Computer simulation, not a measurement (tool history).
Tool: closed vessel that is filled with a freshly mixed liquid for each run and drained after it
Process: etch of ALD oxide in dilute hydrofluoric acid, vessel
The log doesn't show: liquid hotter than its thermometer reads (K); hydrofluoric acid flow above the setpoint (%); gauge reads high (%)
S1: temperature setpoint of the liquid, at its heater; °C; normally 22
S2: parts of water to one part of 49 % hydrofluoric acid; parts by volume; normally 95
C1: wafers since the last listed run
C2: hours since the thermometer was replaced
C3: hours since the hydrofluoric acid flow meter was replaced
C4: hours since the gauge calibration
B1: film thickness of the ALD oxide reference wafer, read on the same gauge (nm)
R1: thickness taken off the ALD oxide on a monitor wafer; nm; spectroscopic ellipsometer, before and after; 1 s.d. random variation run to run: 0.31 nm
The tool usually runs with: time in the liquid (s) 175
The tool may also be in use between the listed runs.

run 1 day=0 | S1=22 S2=60 time_in_the_liquid_(s)=110 | C1=0 C2=1682.4 C3=148.2 C4=996.1 | B1=110 | R1=45.44
run 2 day=2.071 | S1=22 S2=60 time_in_the_liquid_(s)=110 | C1=6283 C2=1732.1 C3=197.9 C4=1045.8 | B1=109.99 | R1=44.6
-- day=6.233 gauge calibrated
-- day=10.733 hydrofluoric acid flow meter replaced
run 3 day=10.788 | S1=22 S2=60 time_in_the_liquid_(s)=110 | C1=26320 C2=1941.3 C3=1.3 C4=109.3 | B1=110 | R1=43.85
run 4 day=12.862 | S1=22 S2=95 time_in_the_liquid_(s)=175 | C1=6295 C2=1991.1 C3=51.1 C4=159.1 | B1=110.01 | R1=42.64
run 5 day=15.417 | S1=22 S2=95 time_in_the_liquid_(s)=175 | C1=7749 C2=2052.4 C3=112.4 C4=220.4 | B1=110 | R1=42.59
run 6 day=17.112 | S1=22 S2=95 time_in_the_liquid_(s)=175 | C1=5145 C2=2093.1 C3=153.1 C4=261.1 | B1=110.01 | R1=43.24
run 7 day=18.438 | S1=25 S2=115 time_in_the_liquid_(s)=175 | C1=4020 C2=2124.9 C3=184.9 C4=292.9 | B1=110.01 | R1=39.12
run 8 day=19.662 | S1=22 S2=120 time_in_the_liquid_(s)=175 | C1=3716 C2=2154.3 C3=214.3 C4=322.3 | B1=109.99 | R1=33.39
run 9 day=22.633 | S1=22 S2=120 time_in_the_liquid_(s)=175 | C1=9013 C2=2225.6 C3=285.6 C4=393.6 | B1=110 | R1=33.92
run 10 day=24.258 | S1=22 S2=95 time_in_the_liquid_(s)=175 | C1=4930 C2=2264.6 C3=324.6 C4=432.6 | B1=109.99 | R1=44.37
run 11 day=27.096 | S1=22 S2=95 time_in_the_liquid_(s)=150 | C1=8609 C2=2332.7 C3=392.7 C4=500.7 | B1=109.99 | R1=39.13
run 12 day=30.704 | S1=22 S2=95 time_in_the_liquid_(s)=175 | C1=10948 C2=2419.3 C3=479.3 C4=587.3 | B1=110 | R1=46.28
-- day=32.25 hydrofluoric acid flow meter replaced
run 13 day=32.312 | S1=22 S2=95 time_in_the_liquid_(s)=175 | C1=4753 C2=2457.9 C3=1.5 C4=625.9 | B1=109.99 | R1=41.58
run 14 day=34.579 | S1=22 S2=95 time_in_the_liquid_(s)=175 | C1=6877 C2=2512.3 C3=55.9 C4=680.3 | B1=110 | R1=42.52
run 15 day=36.3 | S1=22 S2=125 time_in_the_liquid_(s)=175 | C1=5221 C2=2553.6 C3=97.2 C4=721.6 | B1=110 | R1=31
-- day=36.429 thermometer replaced
run 16 day=38.592 | S1=19.5 S2=135 time_in_the_liquid_(s)=250 | C1=6826 C2=51.9 C3=152.2 C4=776.6 | B1=110.01 | R1=37
run 17 day=39.746 | S1=22 S2=95 time_in_the_liquid_(s)=150 | C1=3501 C2=79.6 C3=179.9 C4=804.3 | B1=110.01 | R1=36.85
run 18 day=42.025 | S1=22 S2=95 time_in_the_liquid_(s)=175 | C1=6915 C2=134.3 C3=234.6 C4=859 | B1=109.99 | R1=44.54
run 19 day=44.7 | S1=22 S2=60 time_in_the_liquid_(s)=110 | C1=8116 C2=198.5 C3=298.8 C4=923.2 | B1=109.99 | R1=45.74
run 20 day=46.254 | S1=22 S2=55 time_in_the_liquid_(s)=175 | C1=4715 C2=235.8 C3=336.1 C4=960.5 | B1=109.99 | R1=81.48
run 21 day=47.279 | S1=22 S2=65 time_in_the_liquid_(s)=235 | C1=3109 C2=260.4 C3=360.7 C4=985.1 | B1=110.01 | R1=91.9
run 22 day=50.317 | S1=19.5 S2=145 time_in_the_liquid_(s)=240 | C1=9216 C2=333.3 C3=433.6 C4=1058 | B1=110.02 | R1=35.41
-- day=50.667 gauge calibrated
-- day=52.796 hydrofluoric acid flow meter replaced
run 23 day=52.842 | S1=22 S2=120 time_in_the_liquid_(s)=105 | C1=7534 C2=393.9 C3=1.1 C4=52.2 | B1=110 | R1=19.28
run 24 day=53.896 | S1=23.5 S2=130 time_in_the_liquid_(s)=140 | C1=3198 C2=419.2 C3=26.4 C4=77.5 | B1=110.01 | R1=24.75
run 25 day=56.633 | S1=20 S2=95 time_in_the_liquid_(s)=175 | C1=8305 C2=484.9 C3=92.1 C4=143.2 | B1=110.01 | R1=38.57
run 26 day=59.596 | S1=22 S2=95 time_in_the_liquid_(s)=175 | C1=8988 C2=556 C3=163.2 C4=214.3 | B1=110 | R1=42.71
run 27 day=62.021 | S1=18.5 S2=75 time_in_the_liquid_(s)=210 | C1=7357 C2=614.2 C3=221.4 C4=272.5 | B1=110.02 | R1=58.91
run 28 day=64.088 | S1=22 S2=95 time_in_the_liquid_(s)=130 | C1=6270 C2=663.8 C3=271 C4=322.1 | B1=110.03 | R1=32.99
run 29 day=68.958 | S1=17 S2=140 time_in_the_liquid_(s)=130 | C1=14778 C2=780.7 C3=387.9 C4=439 | B1=110.01 | R1=17.74
-- day=69.692 hydrofluoric acid flow meter replaced
run 30 day=71.142 | S1=22 S2=80 time_in_the_liquid_(s)=175 | C1=6498 C2=833.1 C3=34.8 C4=491.4 | B1=110 | R1=50.54

Here are 4 independent what-if runs from the current tool condition. What would each one return?
run A day=71.171 | S1=22 S2=95 time_in_the_liquid_(s)=140 | C1=88 C2=833.8 C3=35.5 C4=492.1 | B1=? | R1=?
run B day=71.171 | S1=18 S2=95 time_in_the_liquid_(s)=135 | C1=88 C2=833.8 C3=35.5 C4=492.1 | B1=? | R1=?
run C day=71.171 | S1=26.5 S2=80 time_in_the_liquid_(s)=175 | C1=88 C2=833.8 C3=35.5 C4=492.1 | B1=? | R1=?
run D day=71.171 | S1=18 S2=95 time_in_the_liquid_(s)=175 | C1=88 C2=833.8 C3=35.5 C4=492.1 | B1=? | R1=?

run=A B1=110.01 R1=33.31
run=B B1=110.01 R1=27.24
run=C B1=110.01 R1=60.3
run=D B1=110.01 R1=35.31
With no hidden state in the tool, these same runs would have given:
run=A R1=32.88
run=B R1=26.89
run=C R1=59.52
run=D R1=34.85

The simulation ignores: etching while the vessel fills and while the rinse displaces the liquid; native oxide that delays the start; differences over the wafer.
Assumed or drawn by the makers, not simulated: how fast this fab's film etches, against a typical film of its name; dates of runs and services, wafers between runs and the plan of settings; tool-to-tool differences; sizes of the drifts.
